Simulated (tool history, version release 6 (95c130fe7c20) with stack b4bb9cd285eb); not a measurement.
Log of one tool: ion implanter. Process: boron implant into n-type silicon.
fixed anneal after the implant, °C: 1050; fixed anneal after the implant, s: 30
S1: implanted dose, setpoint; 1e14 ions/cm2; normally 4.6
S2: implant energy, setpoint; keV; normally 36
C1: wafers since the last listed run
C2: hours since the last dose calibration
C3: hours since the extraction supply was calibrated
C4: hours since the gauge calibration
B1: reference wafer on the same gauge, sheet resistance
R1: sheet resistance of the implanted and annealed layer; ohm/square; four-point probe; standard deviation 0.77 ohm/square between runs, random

run 1 hour=0 | S1=4.6 S2=36 | C1=0 C2=862.5 C3=4336.5 C4=166.6 | B1=206.86 | R1=205.76
run 2 hour=35.8 | S1=4.6 S2=36 | C1=482 C2=898.3 C3=4372.3 C4=202.4 | B1=207.03 | R1=206.05
run 3 hour=58.8 | S1=4.6 S2=36 | C1=310 C2=921.3 C3=4395.3 C4=225.4 | B1=206.97 | R1=204.93
run 4 hour=78.1 | S1=4.6 S2=36 | C1=260 C2=940.6 C3=4414.6 C4=244.7 | B1=206.96 | R1=206.28
run 5 hour=110.8 | S1=4.6 S2=36 | C1=440 C2=973.3 C3=4447.3 C4=277.4 | B1=207.04 | R1=205.74
run 6 hour=137.6 | S1=4.6 S2=36 | C1=361 C2=1000.1 C3=4474.1 C4=304.2 | B1=207.02 | R1=207.69
run 7 hour=160 | S1=4.6 S2=36 | C1=301 C2=1022.5 C3=4496.5 C4=326.6 | B1=206.99 | R1=207.31
run 8 hour=184.2 | S1=4.6 S2=36 | C1=326 C2=1046.7 C3=4520.7 C4=350.8 | B1=207.12 | R1=207.63
-- hour=186.7 gauge calibrated
run 9 hour=224.5 | S1=4.6 S2=36 | C1=543 C2=1087 C3=4561 C4=37.8 | B1=206.95 | R1=207.94
run 10 hour=236.8 | S1=5.01 S2=36 | C1=165 C2=1099.3 C3=4573.3 C4=50.1 | B1=207.08 | R1=192.18
run 11 hour=267.1 | S1=5.01 S2=36 | C1=408 C2=1129.6 C3=4603.6 C4=80.4 | B1=207.07 | R1=193.48
-- hour=276.3 Faraday cup replaced and dose calibrated
run 12 hour=291.8 | S1=5.26 S2=26.5 | C1=225 C2=15.5 C3=4628.3 C4=105.1 | B1=207.05 | R1=185.54

Run 13 has not been measured yet. What should we expect?
run 13 hour=317.4 | S1=3.76 S2=40 | C1=345 C2=41.1 C3=4653.9 C4=130.7 | B1=? | R1=?

{"run 13": {"B1": 207.04, "R1": 235.03}}
Minus the tool's unlogged condition, the same run would have read R1 234.55 ohm/square.

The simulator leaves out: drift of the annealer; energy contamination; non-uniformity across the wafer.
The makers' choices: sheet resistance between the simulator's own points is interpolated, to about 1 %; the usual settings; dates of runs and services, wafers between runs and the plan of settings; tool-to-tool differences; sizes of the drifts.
